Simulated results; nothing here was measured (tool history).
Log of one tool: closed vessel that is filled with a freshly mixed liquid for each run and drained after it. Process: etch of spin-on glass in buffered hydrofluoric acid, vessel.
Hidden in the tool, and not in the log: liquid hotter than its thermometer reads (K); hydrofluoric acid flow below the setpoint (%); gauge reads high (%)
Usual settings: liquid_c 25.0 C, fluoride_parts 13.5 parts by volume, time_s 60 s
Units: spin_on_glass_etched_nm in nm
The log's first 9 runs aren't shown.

run,hour,liquid_c,fluoride_parts,time_s,wafers since the last listed run,hours since the thermometer was replaced,hours since the hydrofluoric acid flow meter was replaced,hours since the gauge calibration,"read-back film thickness of the spin-on glass reference wafer, read on the same gauge (nm)",spin_on_glass_etched_nm
10,238.6,25.0,13.5,80,7298,1302.8,2325.2,182.1,109.97,265.18
11,267.6,25.0,13.5,80,3521,1331.8,2354.2,211.1,110.00,266.02
# hour 289.6: hydrofluoric acid flow meter replaced
12,293.9,25.0,13.5,60,3072,1358.1,4.3,237.4,110.03,196.30
13,307.4,25.0,16.0,60,1639,1371.6,17.8,250.9,109.97,167.55
14,328.3,25.0,16.0,60,2537,1392.5,38.7,271.8,110.03,167.55
15,354.5,25.0,16.0,60,3181,1418.7,64.9,298.0,110.01,167.73
16,381.4,25.0,16.0,60,3266,1445.6,91.8,324.9,109.97,169.17
17,402.4,28.5,13.5,45,2550,1466.6,112.8,345.9,110.04,179.61
18,427.7,27.0,16.5,80,3072,1491.9,138.1,371.2,110.01,242.03
19,440.2,25.0,13.5,60,1517,1504.4,150.6,383.7,109.98,196.86
20,474.0,21.0,13.5,60,4104,1538.2,184.4,417.5,110.02,159.51
21,494.2,25.0,16.5,80,2452,1558.4,204.6,437.7,110.00,215.33

Run 22 comes next. What will it give?
# hour 526.0: thermometer replaced
22,528.8,29.0,8.5,40,4080,2.8,239.2,472.3,?,?

read-back film thickness of the spin-on glass reference wafer, read on the same gauge (nm): 110.02
spin_on_glass_etched_nm: 248.32 nm
Without the tool's hidden state the same run would have given spin_on_glass_etched_nm 248.32 nm.

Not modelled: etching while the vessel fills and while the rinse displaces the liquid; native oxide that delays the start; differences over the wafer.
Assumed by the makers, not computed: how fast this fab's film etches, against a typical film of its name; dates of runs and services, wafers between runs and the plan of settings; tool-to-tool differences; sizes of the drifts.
